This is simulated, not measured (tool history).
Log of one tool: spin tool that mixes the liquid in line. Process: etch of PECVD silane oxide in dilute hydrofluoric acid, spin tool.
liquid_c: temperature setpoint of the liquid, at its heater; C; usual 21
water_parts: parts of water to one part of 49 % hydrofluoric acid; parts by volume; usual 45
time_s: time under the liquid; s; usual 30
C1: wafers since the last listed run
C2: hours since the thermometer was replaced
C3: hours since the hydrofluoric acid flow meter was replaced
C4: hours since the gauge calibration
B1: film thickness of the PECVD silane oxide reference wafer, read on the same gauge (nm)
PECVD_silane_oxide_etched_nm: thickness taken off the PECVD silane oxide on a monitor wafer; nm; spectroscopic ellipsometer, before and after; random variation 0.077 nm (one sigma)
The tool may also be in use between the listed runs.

run 1 hour=0 | liquid_c=21 water_parts=45 time_s=30 | C1=0 C2=1343.2 C3=1251.6 C4=34.1 | B1=120.03 | PECVD_silane_oxide_etched_nm=26.56
run 2 hour=9.1 | liquid_c=21 water_parts=45 time_s=30 | C1=150 C2=1352.3 C3=1260.7 C4=43.2 | B1=119.98 | PECVD_silane_oxide_etched_nm=26.58
run 3 hour=26.3 | liquid_c=21 water_parts=45 time_s=30 | C1=284 C2=1369.5 C3=1277.9 C4=60.4 | B1=119.97 | PECVD_silane_oxide_etched_nm=26.42
run 4 hour=36.1 | liquid_c=21 water_parts=45 time_s=30 | C1=161 C2=1379.3 C3=1287.7 C4=70.2 | B1=120.03 | PECVD_silane_oxide_etched_nm=26.58
run 5 hour=45.6 | liquid_c=21 water_parts=40 time_s=30 | C1=156 C2=1388.8 C3=1297.2 C4=79.7 | B1=120 | PECVD_silane_oxide_etched_nm=30.09
run 6 hour=93 | liquid_c=21 water_parts=40 time_s=30 | C1=783 C2=1436.2 C3=1344.6 C4=127.1 | B1=119.99 | PECVD_silane_oxide_etched_nm=30.36
run 7 hour=100 | liquid_c=21 water_parts=45 time_s=30 | C1=115 C2=1443.2 C3=1351.6 C4=134.1 | B1=120.03 | PECVD_silane_oxide_etched_nm=26.73
run 8 hour=112 | liquid_c=21 water_parts=45 time_s=30 | C1=198 C2=1455.2 C3=1363.6 C4=146.1 | B1=120.02 | PECVD_silane_oxide_etched_nm=26.67
run 9 hour=125.4 | liquid_c=21 water_parts=45 time_s=30 | C1=221 C2=1468.6 C3=1377 C4=159.5 | B1=119.98 | PECVD_silane_oxide_etched_nm=26.71
run 10 hour=133.9 | liquid_c=21 water_parts=45 time_s=30 | C1=140 C2=1477.1 C3=1385.5 C4=168 | B1=119.98 | PECVD_silane_oxide_etched_nm=26.79
run 11 hour=145.5 | liquid_c=21 water_parts=45 time_s=30 | C1=191 C2=1488.7 C3=1397.1 C4=179.6 | B1=119.98 | PECVD_silane_oxide_etched_nm=26.9
run 12 hour=162.6 | liquid_c=21 water_parts=45 time_s=30 | C1=282 C2=1505.8 C3=1414.2 C4=196.7 | B1=119.98 | PECVD_silane_oxide_etched_nm=26.98
run 13 hour=172.3 | liquid_c=21 water_parts=45 time_s=30 | C1=160 C2=1515.5 C3=1423.9 C4=206.4 | B1=120 | PECVD_silane_oxide_etched_nm=26.86
run 14 hour=187.5 | liquid_c=21 water_parts=45 time_s=30 | C1=251 C2=1530.7 C3=1439.1 C4=221.6 | B1=119.98 | PECVD_silane_oxide_etched_nm=26.94
run 15 hour=205.1 | liquid_c=23 water_parts=45 time_s=30 | C1=290 C2=1548.3 C3=1456.7 C4=239.2 | B1=120.03 | PECVD_silane_oxide_etched_nm=29.29
run 16 hour=220.2 | liquid_c=25.5 water_parts=40 time_s=15 | C1=249 C2=1563.4 C3=1471.8 C4=254.3 | B1=120.03 | PECVD_silane_oxide_etched_nm=18.43
run 17 hour=233.3 | liquid_c=21 water_parts=45 time_s=30 | C1=216 C2=1576.5 C3=1484.9 C4=267.4 | B1=119.98 | PECVD_silane_oxide_etched_nm=27.02
-- hour=240.1 hydrofluoric acid flow meter replaced
-- hour=241.4 thermometer replaced
run 18 hour=241.9 | liquid_c=17 water_parts=35 time_s=15 | C1=109 C2=0.5 C3=1.8 C4=276 | B1=120.02 | PECVD_silane_oxide_etched_nm=12.25
run 19 hour=268.9 | liquid_c=24 water_parts=55 time_s=15 | C1=446 C2=27.5 C3=28.8 C4=303 | B1=119.95 | PECVD_silane_oxide_etched_nm=10.27
run 20 hour=281 | liquid_c=18.5 water_parts=55 time_s=40 | C1=199 C2=39.6 C3=40.9 C4=315.1 | B1=120.02 | PECVD_silane_oxide_etched_nm=21.9
run 21 hour=290.4 | liquid_c=23 water_parts=30 time_s=45 | C1=155 C2=49 C3=50.3 C4=324.5 | B1=119.98 | PECVD_silane_oxide_etched_nm=56.33
-- hour=305.3 gauge calibrated
run 22 hour=321.9 | liquid_c=21 water_parts=45 time_s=45 | C1=520 C2=80.5 C3=81.8 C4=16.6 | B1=119.96 | PECVD_silane_oxide_etched_nm=33.89
run 23 hour=328.7 | liquid_c=26 water_parts=45 time_s=15 | C1=112 C2=87.3 C3=88.6 C4=23.4 | B1=119.98 | PECVD_silane_oxide_etched_nm=13.98
run 24 hour=364.5 | liquid_c=21 water_parts=45 time_s=30 | C1=591 C2=123.1 C3=124.4 C4=59.2 | B1=119.97 | PECVD_silane_oxide_etched_nm=22.83
run 25 hour=377.2 | liquid_c=21 water_parts=40 time_s=30 | C1=209 C2=135.8 C3=137.1 C4=71.9 | B1=120.02 | PECVD_silane_oxide_etched_nm=25.84
run 26 hour=386.9 | liquid_c=21 water_parts=45 time_s=30 | C1=160 C2=145.5 C3=146.8 C4=81.6 | B1=119.98 | PECVD_silane_oxide_etched_nm=22.82
run 27 hour=396.9 | liquid_c=21 water_parts=45 time_s=30 | C1=165 C2=155.5 C3=156.8 C4=91.6 | B1=119.99 | PECVD_silane_oxide_etched_nm=22.94
run 28 hour=403 | liquid_c=21 water_parts=60 time_s=30 | C1=100 C2=161.6 C3=162.9 C4=97.7 | B1=119.99 | PECVD_silane_oxide_etched_nm=16.87

3 ways to go on from here, each from the tool as it stands after run 28. What would each give?
run A hour=403.4 | liquid_c=19 water_parts=45 time_s=30 | C1=6 C2=162 C3=163.3 C4=98.1 | B1=? | PECVD_silane_oxide_etched_nm=?
run B hour=403.4 | liquid_c=25 water_parts=30 time_s=15 | C1=6 C2=162 C3=163.3 C4=98.1 | B1=? | PECVD_silane_oxide_etched_nm=?
run C hour=403.4 | liquid_c=23.5 water_parts=45 time_s=15 | C1=6 C2=162 C3=163.3 C4=98.1 | B1=? | PECVD_silane_oxide_etched_nm=?

run=A B1=119.96 PECVD_silane_oxide_etched_nm=21.09
run=B B1=119.96 PECVD_silane_oxide_etched_nm=20.76
run=C B1=119.96 PECVD_silane_oxide_etched_nm=12.75
Without the tool's hidden state the same runs would have given:
run=A PECVD_silane_oxide_etched_nm=20.65
run=B PECVD_silane_oxide_etched_nm=20.34
run=C PECVD_silane_oxide_etched_nm=12.48

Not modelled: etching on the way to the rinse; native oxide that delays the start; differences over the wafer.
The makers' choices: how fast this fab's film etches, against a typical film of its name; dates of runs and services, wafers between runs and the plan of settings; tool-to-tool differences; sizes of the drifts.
